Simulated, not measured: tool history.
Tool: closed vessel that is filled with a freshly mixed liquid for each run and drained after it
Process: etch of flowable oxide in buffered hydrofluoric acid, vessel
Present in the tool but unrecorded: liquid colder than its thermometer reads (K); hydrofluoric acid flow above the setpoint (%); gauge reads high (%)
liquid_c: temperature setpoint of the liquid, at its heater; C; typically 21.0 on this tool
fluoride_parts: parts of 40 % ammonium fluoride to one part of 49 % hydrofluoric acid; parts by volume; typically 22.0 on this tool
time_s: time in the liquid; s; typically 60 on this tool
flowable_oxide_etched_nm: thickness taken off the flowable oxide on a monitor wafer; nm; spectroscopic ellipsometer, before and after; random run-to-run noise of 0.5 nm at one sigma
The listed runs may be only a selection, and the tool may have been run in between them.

run,hour,liquid_c,fluoride_parts,time_s,wafers since the last listed run,hours since the thermometer was replaced,hours since the hydrofluoric acid flow meter was replaced,hours since the gauge calibration,"read-back film thickness of the flowable oxide reference wafer, read on the same gauge (nm)",flowable_oxide_etched_nm
1,0.0,19.0,22.0,80,0,1012.3,578.4,508.6,110.00,71.13
2,68.0,24.5,22.0,60,4915,1080.3,646.4,576.6,109.99,71.34
3,123.6,24.5,22.0,60,4018,1135.9,702.0,632.2,109.98,71.76
4,152.8,24.5,22.0,60,2110,1165.1,731.2,661.4,110.02,70.93
5,194.8,21.0,22.0,60,3035,1207.1,773.2,703.4,109.98,58.31
6,266.1,21.0,22.0,60,5153,1278.4,844.5,774.7,109.99,57.80
7,333.9,21.0,18.0,60,4900,1346.2,912.3,842.5,109.99,69.05
8,386.3,19.5,22.0,60,3787,1398.6,964.7,894.9,110.02,52.41
9,416.5,19.5,22.0,60,2182,1428.8,994.9,925.1,110.01,52.38
10,444.1,19.5,22.0,60,1995,1456.4,1022.5,952.7,110.00,52.75
# hour 470.0: thermometer replaced
11,497.7,21.0,17.5,60,3802,27.7,1076.1,1006.3,110.03,78.36
12,548.0,18.0,22.0,30,3635,78.0,1126.4,1056.6,110.00,26.90
# hour 556.4: gauge calibrated
13,591.8,25.5,19.0,40,3165,121.8,1170.2,35.4,110.00,60.89
# hour 625.3: hydrofluoric acid flow meter replaced
14,625.8,24.0,26.5,70,2385,155.8,0.5,69.4,110.00,77.54
15,653.5,21.0,22.0,30,2002,183.5,28.2,97.1,109.98,31.73
16,704.2,21.0,22.0,60,3664,234.2,78.9,147.8,110.00,62.78
17,733.4,21.0,22.0,90,2110,263.4,108.1,177.0,110.01,95.07
18,781.4,26.0,15.0,30,3469,311.4,156.1,225.0,110.00,59.42
19,838.5,21.0,22.0,75,4127,368.5,213.2,282.1,110.00,77.17
20,965.7,25.0,30.0,60,9194,495.7,340.4,409.3,109.98,61.37
21,1036.4,21.0,22.0,60,5110,566.4,411.1,480.0,110.00,61.72
22,1073.6,21.0,22.0,60,2688,603.6,448.3,517.2,110.00,60.98

For each entry between runs, how does the tool's hidden state at the last listed run before it compare with that at the first listed run after it?
From run 10 to run 11: thermometer replaced (hour 470.0)
  liquid colder than its thermometer reads (K): 2.61 -> 0.383
  measured minus no-state result, flowable_oxide_etched_nm: -8.44 -> -1.68 nm
From run 12 to run 13: gauge calibrated (hour 556.4)
  liquid colder than its thermometer reads (K): 0.468 -> 0.541
  measured minus no-state result, flowable_oxide_etched_nm: -0.73 -> -1.81 nm
From run 13 to run 14: hydrofluoric acid flow meter replaced (hour 625.3)
  liquid colder than its thermometer reads (K): 0.541 -> 0.598
  measured minus no-state result, flowable_oxide_etched_nm: -1.81 -> -2.60 nm

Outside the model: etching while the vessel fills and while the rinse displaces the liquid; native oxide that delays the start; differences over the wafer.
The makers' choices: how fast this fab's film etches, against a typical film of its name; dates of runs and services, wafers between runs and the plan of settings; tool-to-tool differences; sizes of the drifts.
